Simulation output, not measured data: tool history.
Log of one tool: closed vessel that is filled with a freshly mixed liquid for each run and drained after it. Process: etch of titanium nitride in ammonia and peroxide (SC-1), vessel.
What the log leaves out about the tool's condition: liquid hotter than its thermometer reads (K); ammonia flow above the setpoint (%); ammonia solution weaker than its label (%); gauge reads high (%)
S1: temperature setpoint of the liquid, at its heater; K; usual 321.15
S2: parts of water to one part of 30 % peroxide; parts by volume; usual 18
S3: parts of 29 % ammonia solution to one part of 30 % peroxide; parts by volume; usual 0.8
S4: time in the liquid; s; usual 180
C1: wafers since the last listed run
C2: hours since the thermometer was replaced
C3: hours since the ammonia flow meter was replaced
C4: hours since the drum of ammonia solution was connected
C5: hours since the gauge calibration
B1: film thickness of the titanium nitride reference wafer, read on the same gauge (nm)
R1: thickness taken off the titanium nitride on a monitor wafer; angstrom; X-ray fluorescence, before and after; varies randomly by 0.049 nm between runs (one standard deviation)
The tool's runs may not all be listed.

run    hour      S1    S2    S3   S4     C1      C2      C3     C4      C5      B1     R1
  1       0  321.15    18   0.8  155      0  1138.2    83.8  480.8   343.1  110.01     85
       16.3  -- new drum of ammonia solution connected
  2    25.7  316.15  23.5   0.8  180   1865  1163.9   109.5    9.4   368.8  110.03   58.9
  3    78.6  316.15  23.5   0.8  180   3995  1216.8   162.4   62.3   421.7  110.07   59.9
  4     135  327.15    18   0.8  180   4259  1273.2   218.8  118.7   478.1     110    149
  5   180.6  327.15    18   0.8  180   3443  1318.8   264.4  164.3   523.7  109.96  150.1
  6   208.6  321.15    18   0.8  210   2114  1346.8   292.4  192.3   551.7  110.04  114.9
  7   272.6  327.15  10.5   0.8  275   4833  1410.8   356.4  256.3   615.7  109.96  304.7
  8   344.1  321.15    18   0.8  180   5399  1482.3   427.9  327.8   687.2  110.04   98.9
  9   387.1  330.15  15.5     1  180   3247  1525.3   470.9  370.8   730.2  109.97  206.6
        420  -- new drum of ammonia solution connected
 10   450.8  321.15    18   0.8  155   4735    1589   534.6   30.8   793.9  109.97   85.9
 11     513  321.15    18   0.8  180   4697  1651.2   596.8     93   856.1  110.01   99.6
 12   580.4  321.15    18   0.6  180   5090  1718.6   664.2  160.4   923.5  109.96   95.3
 13   629.2  327.15    18   0.8  180   3685  1767.4     713  209.2   972.3  109.97  150.8
 14   690.9  321.15    18   0.8  155   4659  1829.1   774.7  270.9    1034  109.97   86.5
      708.4  -- thermometer replaced
 15   734.5  324.65    18   0.8  180   3217    26.1   818.3  314.5  1077.6  110.03  119.4
 16   801.4  312.65    18   0.8  255   5052      93   885.2  381.4  1144.5     110   72.3
 17   825.4  326.65  13.5   0.8  275   1812     117   909.2  405.4  1168.5  109.97  244.8
 18   895.2  316.15    18   1.1  180   5271   186.8     979  475.2  1238.3  109.99   70.1
      905.4  -- new drum of ammonia solution connected
        975  -- gauge calibrated
 19  1066.9  321.15  11.5   0.8  215  12891   358.5  1150.7  161.5    91.9  110.04  144.1
 20  1110.9  321.15    18   0.8  180   3323   402.5  1194.7  205.5   135.9  109.98     95
 21  1162.5  321.15    18   0.8  180   3896   454.1  1246.3  257.1   187.5  110.03   96.1
 22  1222.8  321.15    18   0.8  180   4554   514.4  1306.6  317.4   247.8  110.04   95.4
 23  1293.4  326.15    18  1.05  180   5331     585  1377.2    388   318.4  110.03  141.2
 24  1324.3  321.15  24.5   0.8  275   2333   615.9  1408.1  418.9   349.3  109.97  123.8
     1373.1  -- new drum of ammonia solution connected
 25    1393  330.15  13.5   0.8  180   5112   684.6  1476.8   19.9     418  110.02    209
 26  1451.2  312.15    18   0.8  180   4395   742.8    1535   78.1   476.2  110.04   50.3

Alternative continuations, all from the tool just after run 26; predict every row:
  A  1451.9  321.15    27  0.8  180  52  743.5  1535.7  78.8  476.9   ?   ?
  B  1451.9  318.15  14.5  0.8  255  52  743.5  1535.7  78.8  476.9   ?   ?
  C  1451.9  321.15    25  0.8  210  52  743.5  1535.7  78.8  476.9   ?   ?
  D  1451.9  321.15  12.5  0.8  180  52  743.5  1535.7  78.8  476.9   ?   ?
  E  1451.9  321.15    11  0.8  180  52  743.5  1535.7  78.8  476.9   ?   ?

run      B1     R1
  A  110.01     77
  B  110.01  124.1
  C  110.01   93.8
  D  110.01  117.2
  E  110.01  125.3
With the hidden condition removed and each run's random variation left untouched, the same runs would have given:
run     R1
  A   73.7
  B  118.7
  C   89.8
  D  112.2
  E  119.9
